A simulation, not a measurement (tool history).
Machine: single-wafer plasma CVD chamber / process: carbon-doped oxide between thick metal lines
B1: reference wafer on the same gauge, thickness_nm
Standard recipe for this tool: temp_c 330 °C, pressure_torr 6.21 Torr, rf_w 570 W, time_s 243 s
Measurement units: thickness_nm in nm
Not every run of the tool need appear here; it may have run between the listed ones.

Run 1, day 0: usual settings but temp_c 336 °C; B1 1210.129. Result: thickness_nm 1382.707 nm.
Run 2, day 3.525: usual settings but temp_c 336 °C; B1 1210.002. Result: thickness_nm 1386.448 nm.
Run 3, day 7.442: usual settings but temp_c 326 °C; B1 1210.566. Result: thickness_nm 1442.331 nm.
Run 4, day 9.179: usual settings but temp_c 326 °C; B1 1210.222. Result: thickness_nm 1446.801 nm.
Run 5, day 12.3: usual settings; B1 1208.809. Result: thickness_nm 1420.298 nm.
Run 6, day 14.233: usual settings; B1 1209.583. Result: thickness_nm 1428.856 nm.
Run 7, day 17.296: usual settings; B1 1209.083. Result: thickness_nm 1425.467 nm.
Run 8, day 19.446: usual settings; B1 1210.359. Result: thickness_nm 1429.065 nm.
At day 21.167: RF generator calibrated.
At day 22.858: showerhead replaced, of another model than before.
Run 9, day 22.879: usual settings; B1 1210.458. Result: thickness_nm 1427.446 nm.
Run 10, day 25.338: usual settings but rf_w 475 W, time_s 211 s; B1 1209.558. Result: thickness_nm 1162.365 nm.
At day 26.812: gauge calibrated.
At day 27.029: capacitance manometer re-zeroed and calibrated.
Run 11, day 28.025: usual settings but temp_c 344 °C, rf_w 620 W; B1 1211.233. Result: thickness_nm 1411.695 nm.
Run 12, day 31.883: usual settings but pressure_torr 7.51 Torr, rf_w 515 W; B1 1211.322. Result: thickness_nm 1429.478 nm.
At day 32.642: thermocouple changed; heater temperature recalibrated.
Run 13, day 34.133: usual settings but temp_c 316 °C, time_s 281 s; B1 1209.593. Result: thickness_nm 1725.554 nm.
Run 14, day 36.846: usual settings but pressure_torr 7.63 Torr; B1 1209.164. Result: thickness_nm 1456.045 nm.
Run 15, day 40.567: usual settings but temp_c 316 °C, rf_w 635 W; B1 1210.68. Result: thickness_nm 1562.013 nm.
Run 16, day 49.517: usual settings; B1 1209.54. Result: thickness_nm 1416.427 nm.
Run 17, day 53.154: usual settings; B1 1210.137. Result: thickness_nm 1417.966 nm.
Run 18, day 56.021: usual settings but temp_c 322 °C, pressure_torr 7.37 Torr; B1 1210.036. Result: thickness_nm 1507.075 nm.
Run 19, day 58.354: usual settings; B1 1210.493. Result: thickness_nm 1421.576 nm.

Each row is a separate what-if for the run after 19, all from the same tool condition, not one after another. Results?
Run A, day 58.375: usual settings but time_s 271 s; B1 ?. Result: thickness_nm ?.
Run B, day 58.375: usual settings but pressure_torr 5.5 Torr, rf_w 605 W, time_s 261 s; B1 ?. Result: thickness_nm ?.
Run C, day 58.375: usual settings but temp_c 340 °C; B1 ?. Result: thickness_nm ?.
Run D, day 58.375: usual settings but temp_c 339 °C, rf_w 640 W; B1 ?. Result: thickness_nm ?.
Run E, day 58.375: usual settings but pressure_torr 6.65 Torr, rf_w 610 W, time_s 217 s; B1 ?. Result: thickness_nm ?.

run        B1  thickness_nm
  A  1210.851      1589.025
  B  1210.851      1511.878
  C  1210.851      1376.272
  D  1210.851      1442.058
  E  1210.851       1320.62
With the hidden condition removed and each run's random variation left untouched, the same runs would have given:
run  thickness_nm
  A      1575.562
  B      1499.067
  C      1366.194
  D      1431.129
  E      1309.431

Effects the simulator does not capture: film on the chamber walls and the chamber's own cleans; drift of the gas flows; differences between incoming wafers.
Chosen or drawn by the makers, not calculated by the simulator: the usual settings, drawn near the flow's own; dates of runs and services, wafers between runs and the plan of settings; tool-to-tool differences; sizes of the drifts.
